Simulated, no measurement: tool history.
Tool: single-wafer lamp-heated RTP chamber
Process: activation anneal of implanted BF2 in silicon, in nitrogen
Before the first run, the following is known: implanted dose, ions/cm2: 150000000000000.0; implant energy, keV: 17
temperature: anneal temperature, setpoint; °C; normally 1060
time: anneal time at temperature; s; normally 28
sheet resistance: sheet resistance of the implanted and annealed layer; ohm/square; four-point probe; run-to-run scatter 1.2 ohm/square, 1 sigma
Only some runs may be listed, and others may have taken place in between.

run	hour	temperature	time	read-back reference wafer on the same gauge, sheet resistance	sheet resistance
1	0	1060	28	704.99	654.34
2	27.2	1060	28	704.78	650.13
3	42.7	1060	28	704.99	649.94
4	66.6	1060	28	705.07	650.56
5	82.9	1060	28	704.97	650.98
6	97.4	1060	28	704.83	649.04
7	130.5	1060	28	704.77	649.72
8	142.8	1060	28	704.44	650.24
9	166.9	1060	28	704.89	649.52
10	199.9	1060	28	705.29	650.65
# hour 211.4: gauge calibrated
11	225.9	1060	28	704.85	649.42
12	245.5	1060	28	704.95	648.7
13	257.9	1060	28	705.19	649.03
14	271.4	1089	39	705.1	619.64
# hour 281.9: pyrometer window cleaned and pyrometer calibrated
15	305.9	1090	42	704.75	625.81
16	406.3	1060	28	705.08	654.43
17	435.8	1076	40	705.02	633.78
18	461.6	1077	34	705.28	639.92
# hour 491.9: reflector plate cleaned
19	492.4	1071	39	704.89	638.26
20	506.9	1044	18	705.09	669.67
21	534.3	1045	35	704.86	653.04
22	568.8	1069	40	705.13	637.71
23	589.7	1060	28	704.98	652.94
24	613.8	1088	28	704.81	638.49
25	627.2	1078	32	705.24	637.01
26	662.3	1060	28	705.21	651.39

Give the tool's hidden conditions for every run:
wafer temperature error from the tarnished reflector plate, K: 0 across all the runs
gauge reads high (%): 0 across all the runs
H1: true wafer temperature minus pyrometer reading, K
run	H1
1	8.34
2	8.86
3	9.15
4	9.61
5	9.92
6	10.2
7	10.8
8	11.1
9	11.5
10	12.2
11	12.7
12	13
13	13.3
14	13.5
15	1.42
16	3.34
17	3.9
18	4.4
19	4.99
20	5.26
21	5.79
22	6.45
23	6.85
24	7.31
25	7.57
26	8.24
